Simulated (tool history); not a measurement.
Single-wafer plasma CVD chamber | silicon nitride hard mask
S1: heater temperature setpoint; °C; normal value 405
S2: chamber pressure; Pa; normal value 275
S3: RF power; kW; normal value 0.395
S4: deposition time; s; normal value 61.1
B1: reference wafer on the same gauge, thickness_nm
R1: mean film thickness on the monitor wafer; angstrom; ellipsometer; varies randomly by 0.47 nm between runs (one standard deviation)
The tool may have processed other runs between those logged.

run    hour   S1   S2     S3    S4      B1       R1
  1       0  405  232  0.395  65.3  88.135   885.65
  2   203.2  405  232  0.395  65.3   88.46    874.1
      250.3  -- capacitance manometer re-zeroed and calibrated
  3   255.9  405  275  0.395  61.1  88.304   868.95
      310.8  -- RF generator calibrated
  4   350.3  405  275  0.395  61.1  88.311   887.29
  5   426.4  405  275  0.445  61.1  88.402   955.48
  6   463.3  405  275  0.395  61.1  88.273    882.1
  7   501.6  405  275  0.395  61.1    88.2   878.18
  8   570.7  405  275  0.395  61.1  88.251   871.33
  9   802.5  411  275  0.395  61.1  88.169    859.1
 10   848.5  411  275  0.395  61.1  88.445   872.56
      905.2  -- thermocouple changed; heater temperature recalibrated
 11     938  411  275  0.395  61.1  88.313   859.85
 12  1029.1  405  275  0.395    58  88.191   825.62
 13  1133.6  405  275   0.45  61.1  88.273   950.84
     1196.6  -- RF generator calibrated
     1340.2  -- capacitance manometer re-zeroed and calibrated
 14  1340.7  405  275  0.395  61.1  88.324   876.08
     1376.4  -- showerhead replaced
 15    1424  405  205   0.47  61.1   88.24   902.57
 16  1503.1  395  340  0.395  71.9  88.331  1092.28
 17    1559  411  207  0.455  53.2  88.208   770.51
 18  1652.7  405  275  0.395  61.1  88.269   863.67
 19    1713  391  296  0.345  66.9  88.212   877.49
     1743.8  -- gauge calibrated
 20  1809.7  405  215  0.325  70.4   88.21   798.16
 21  1856.8  405  275  0.435  61.1  88.355   933.98
 22    1897  412  243  0.395  61.1  88.347   834.56
 23  1973.2  405  293  0.395  61.1  88.314   873.76
 24  2011.4  419  223  0.395  61.1  88.266    807.8
     2224.6  -- RF generator calibrated
 25  2247.9  405  275  0.395  61.1  88.242   891.21
 26  2300.9  405  275  0.455  49.3  88.309   790.18
     2325.7  -- thermocouple changed; heater temperature recalibrated
     2375.1  -- capacitance manometer re-zeroed and calibrated
 27  2381.3  413  293  0.415    71  88.268  1077.15
 28  2454.1  405  207  0.395  55.6  88.321    736.7
 29    2531  405  275  0.395  61.1   88.42   885.73

Difference, measured minus no-hidden-state, one row per run. Run-to-run variation is common to both terms; the gauge's own scatter need not be:
Hidden state present: wafer temperature above the value expected at the setpoint (K); delivered RF power above the setpoint (%); true pressure above the setpoint (%); gauge reads high (%).
run      R1
  1  -24.29
  2  -25.56
  3  -25.69
  4   -5.24
  5  -10.45
  6  -11.86
  7  -13.63
  8  -16.33
  9  -22.14
 10  -23.27
 11  -24.18
 12  -24.14
 13   -27.1
 14  -10.15
 15  -12.93
 16  -20.93
 17  -15.44
 18  -20.35
 19  -23.11
 20  -22.87
 21  -23.98
 22  -23.03
 23  -24.78
 24  -23.17
 25   -1.67
 26   -4.45
 27  -11.15
 28  -10.52
 29  -15.41
